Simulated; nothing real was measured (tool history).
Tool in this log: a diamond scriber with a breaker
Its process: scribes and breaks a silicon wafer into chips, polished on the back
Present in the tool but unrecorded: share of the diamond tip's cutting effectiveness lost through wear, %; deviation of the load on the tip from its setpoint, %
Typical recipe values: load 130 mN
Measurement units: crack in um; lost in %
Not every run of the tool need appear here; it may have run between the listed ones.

run	hour	load	wafers since the last listed run	hours since the diamond tip was replaced	hours since the load on the tip was calibrated	incoming depth of the damage left on the back of the incoming wafer, um	crack	lost
1	0.0	117	0	819.3	497.9	0.03	11.33	1.04
2	14.7	117	30	834.0	512.6	0.02	11.50	1.10
3	37.3	101	46	856.6	535.2	0.03	10.50	1.45
4	62.7	101	52	882.0	560.6	0.02	10.32	1.42
5	75.1	142	25	894.4	573.0	0.03	12.82	3.95
6	109.0	116	69	928.3	606.9	0.01	11.28	1.11
7	131.7	116	46	951.0	629.6	0.02	11.07	1.17

Forecast run 8:
# hour 164.3: diamond tip replaced by a new one
8	167.1	162	68	2.8	665.0	0.04	?	?

{"run 8": {"crack": 13.81, "lost": 7.98}}
Take away the tool's hidden state, keep the run-to-run variation as it was, and the same run would have given crack 12.48 um, lost 3.43 %.
